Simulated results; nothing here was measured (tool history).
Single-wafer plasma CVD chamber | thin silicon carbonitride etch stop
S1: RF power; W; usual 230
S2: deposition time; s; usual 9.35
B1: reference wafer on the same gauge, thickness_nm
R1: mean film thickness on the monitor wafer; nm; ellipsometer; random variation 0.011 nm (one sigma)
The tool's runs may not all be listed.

run	hour	S1	S2	B1	R1
1	0	230	9.35	4.881	5.323
2	59.1	230	9.35	4.878	5.333
3	99.4	210	10.77	4.883	5.907
4	143.9	230	9.35	4.877	5.308
5	197.2	205	10.58	4.879	5.739
6	245.8	205	10.58	4.88	5.731
7	283.7	205	10.58	4.883	5.733
8	344.9	230	10.59	4.879	6.029
9	371.9	265	10.85	4.882	6.496
10	435.3	265	10.85	4.881	6.481
11	503.3	245	9.35	4.88	5.437
12	557.2	230	9.35	4.881	5.278
13	590.3	230	9.35	4.88	5.296
14	650.8	230	9.35	4.88	5.269
15	698.4	230	10.6	4.879	5.97
16	767.5	230	9.35	4.882	5.264
# hour 802.1: thermocouple changed; heater temperature recalibrated
17	815.3	230	9.35	4.881	5.23
18	851	185	10.69	4.878	5.491
19	887.6	230	9.35	4.88	5.226
20	949.5	200	7.61	4.882	4.025
# hour 989.4: gauge calibrated
# hour 1007.5: RF generator calibrated
21	1008	230	9.35	4.88	5.159
22	1064.9	185	9.35	4.879	4.721
23	1089.4	230	9.35	4.88	5.149
# hour 1215.8: showerhead replaced
24	1269	270	10.17	4.88	5.947
25	1314.2	255	11.03	4.878	6.317
26	1383.1	230	9.35	4.881	5.139
27	1429.4	230	8.5	4.883	4.669
# hour 1441.7: RF generator calibrated, repeated, since the last time left the tool worse
28	1487.8	195	11.04	4.881	5.887
29	1545.9	210	7.82	4.88	4.297
30	1600.1	270	9.9	4.881	5.995
31	1625.4	210	7.81	4.881	4.298
32	1683.1	230	9.35	4.879	5.33
33	1726.9	205	10.03	4.881	5.471
34	1775.8	230	10.6	4.881	6.053

What the log doesn't show, run by run:
wafer temperature above the value expected at the setpoint (K): 0 in every run
gauge reads high (%): 0 in every run
H1: delivered RF power above the setpoint (%)
run	H1
1	-0.764
2	-0.895
3	-0.995
4	-1.12
5	-1.27
6	-1.43
7	-1.56
8	-1.79
9	-1.89
10	-2.16
11	-2.46
12	-2.72
13	-2.89
14	-3.21
15	-3.48
16	-3.89
17	-4.18
18	-4.41
19	-4.65
20	-5.08
21	-9.1
22	-9.11
23	-9.12
24	-9.28
25	-9.34
26	-9.47
27	-9.56
28	-0.481
29	-0.504
30	-0.541
31	-0.563
32	-0.628
33	-0.688
34	-0.767
